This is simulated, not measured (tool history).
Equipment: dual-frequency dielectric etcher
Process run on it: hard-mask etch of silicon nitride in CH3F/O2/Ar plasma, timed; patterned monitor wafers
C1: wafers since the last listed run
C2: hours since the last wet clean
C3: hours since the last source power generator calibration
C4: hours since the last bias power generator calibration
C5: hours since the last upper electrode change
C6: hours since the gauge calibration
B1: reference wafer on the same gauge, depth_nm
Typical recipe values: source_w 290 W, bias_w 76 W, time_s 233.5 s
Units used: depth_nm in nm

run 1 hour=0.0 | source_w=290 bias_w=76 time_s=233.5 | C1=0 C2=197.6 C3=1282.9 C4=2141.3 C5=3678.1 C6=204.6 | B1=118.2 | depth_nm=139.0
run 2 hour=50.9 | source_w=290 bias_w=76 time_s=233.5 | C1=330 C2=248.5 C3=1333.8 C4=2192.2 C5=3729.0 C6=255.5 | B1=118.5 | depth_nm=138.8
run 3 hour=103.0 | source_w=290 bias_w=76 time_s=233.5 | C1=338 C2=300.6 C3=1385.9 C4=2244.3 C5=3781.1 C6=307.6 | B1=118.7 | depth_nm=138.6
run 4 hour=139.1 | source_w=290 bias_w=76 time_s=233.5 | C1=234 C2=336.7 C3=1422.0 C4=2280.4 C5=3817.2 C6=343.7 | B1=118.7 | depth_nm=138.3
run 5 hour=168.7 | source_w=290 bias_w=76 time_s=233.5 | C1=192 C2=366.3 C3=1451.6 C4=2310.0 C5=3846.8 C6=373.3 | B1=118.8 | depth_nm=140.1
run 6 hour=200.5 | source_w=290 bias_w=76 time_s=233.5 | C1=206 C2=398.1 C3=1483.4 C4=2341.8 C5=3878.6 C6=405.1 | B1=118.8 | depth_nm=139.3
run 7 hour=258.5 | source_w=290 bias_w=76 time_s=233.5 | C1=376 C2=456.1 C3=1541.4 C4=2399.8 C5=3936.6 C6=463.1 | B1=119.3 | depth_nm=139.7
-- hour=295.5 wet clean of the chamber
run 8 hour=296.0 | source_w=290 bias_w=76 time_s=233.5 | C1=87 C2=0.5 C3=1578.9 C4=2437.3 C5=3974.1 C6=500.6 | B1=119.1 | depth_nm=140.4
run 9 hour=351.8 | source_w=240 bias_w=84 time_s=233.5 | C1=362 C2=56.3 C3=1634.7 C4=2493.1 C5=4029.9 C6=556.4 | B1=119.9 | depth_nm=135.4
run 10 hour=394.0 | source_w=240 bias_w=84 time_s=233.5 | C1=274 C2=98.5 C3=1676.9 C4=2535.3 C5=4072.1 C6=598.6 | B1=119.9 | depth_nm=135.8
-- hour=410.2 source power generator calibrated
run 11 hour=419.1 | source_w=290 bias_w=76 time_s=233.5 | C1=137 C2=123.6 C3=8.9 C4=2560.4 C5=4097.2 C6=623.7 | B1=120.3 | depth_nm=141.5
-- hour=480.9 upper electrode replaced
run 12 hour=481.4 | source_w=270 bias_w=76 time_s=300.0 | C1=248 C2=185.9 C3=71.2 C4=2622.7 C5=0.5 C6=686.0 | B1=120.9 | depth_nm=177.4
run 13 hour=513.9 | source_w=290 bias_w=94 time_s=303.5 | C1=211 C2=218.4 C3=103.7 C4=2655.2 C5=33.0 C6=718.5 | B1=121.1 | depth_nm=198.7
-- hour=528.3 bias power generator calibrated
run 14 hour=565.2 | source_w=290 bias_w=76 time_s=233.5 | C1=307 C2=269.7 C3=155.0 C4=36.9 C5=84.3 C6=769.8 | B1=121.5 | depth_nm=143.6
-- hour=581.3 gauge calibrated
run 15 hour=628.9 | source_w=290 bias_w=84 time_s=233.5 | C1=413 C2=333.4 C3=218.7 C4=100.6 C5=148.0 C6=47.6 | B1=117.9 | depth_nm=142.2
-- hour=681.5 wet clean of the chamber
run 16 hour=683.8 | source_w=340 bias_w=70 time_s=206.0 | C1=200 C2=2.3 C3=273.6 C4=155.5 C5=202.9 C6=102.5 | B1=117.9 | depth_nm=126.3
run 17 hour=709.7 | source_w=290 bias_w=76 time_s=233.5 | C1=168 C2=28.2 C3=299.5 C4=181.4 C5=228.8 C6=128.4 | B1=118.0 | depth_nm=138.5
run 18 hour=753.0 | source_w=240 bias_w=67 time_s=289.0 | C1=281 C2=71.5 C3=342.8 C4=224.7 C5=272.1 C6=171.7 | B1=118.1 | depth_nm=152.8
run 19 hour=816.1 | source_w=260 bias_w=92 time_s=298.5 | C1=409 C2=134.6 C3=405.9 C4=287.8 C5=335.2 C6=234.8 | B1=118.0 | depth_nm=180.3
run 20 hour=880.6 | source_w=320 bias_w=92 time_s=233.5 | C1=418 C2=199.1 C3=470.4 C4=352.3 C5=399.7 C6=299.3 | B1=118.3 | depth_nm=152.8

Here are 5 independent what-if runs from the current tool condition. What would each one return?
run A hour=881.1 | source_w=290 bias_w=76 time_s=233.5 | C1=3 C2=199.6 C3=470.9 C4=352.8 C5=400.2 C6=299.8 | B1=? | depth_nm=?
run B hour=881.1 | source_w=250 bias_w=76 time_s=297.5 | C1=3 C2=199.6 C3=470.9 C4=352.8 C5=400.2 C6=299.8 | B1=? | depth_nm=?
run C hour=881.1 | source_w=350 bias_w=89 time_s=233.5 | C1=3 C2=199.6 C3=470.9 C4=352.8 C5=400.2 C6=299.8 | B1=? | depth_nm=?
run D hour=881.1 | source_w=260 bias_w=71 time_s=270.0 | C1=3 C2=199.6 C3=470.9 C4=352.8 C5=400.2 C6=299.8 | B1=? | depth_nm=?
run E hour=881.1 | source_w=290 bias_w=93 time_s=213.0 | C1=3 C2=199.6 C3=470.9 C4=352.8 C5=400.2 C6=299.8 | B1=? | depth_nm=?

run=A B1=118.2 depth_nm=139.1
run=B B1=118.2 depth_nm=167.7
run=C B1=118.2 depth_nm=156.8
run=D B1=118.2 depth_nm=151.2
run=E B1=118.2 depth_nm=135.4
What these runs would have given with no unlogged condition in the tool:
run=A depth_nm=138.8
run=B depth_nm=167.4
run=C depth_nm=156.4
run=D depth_nm=150.9
run=E depth_nm=135.1

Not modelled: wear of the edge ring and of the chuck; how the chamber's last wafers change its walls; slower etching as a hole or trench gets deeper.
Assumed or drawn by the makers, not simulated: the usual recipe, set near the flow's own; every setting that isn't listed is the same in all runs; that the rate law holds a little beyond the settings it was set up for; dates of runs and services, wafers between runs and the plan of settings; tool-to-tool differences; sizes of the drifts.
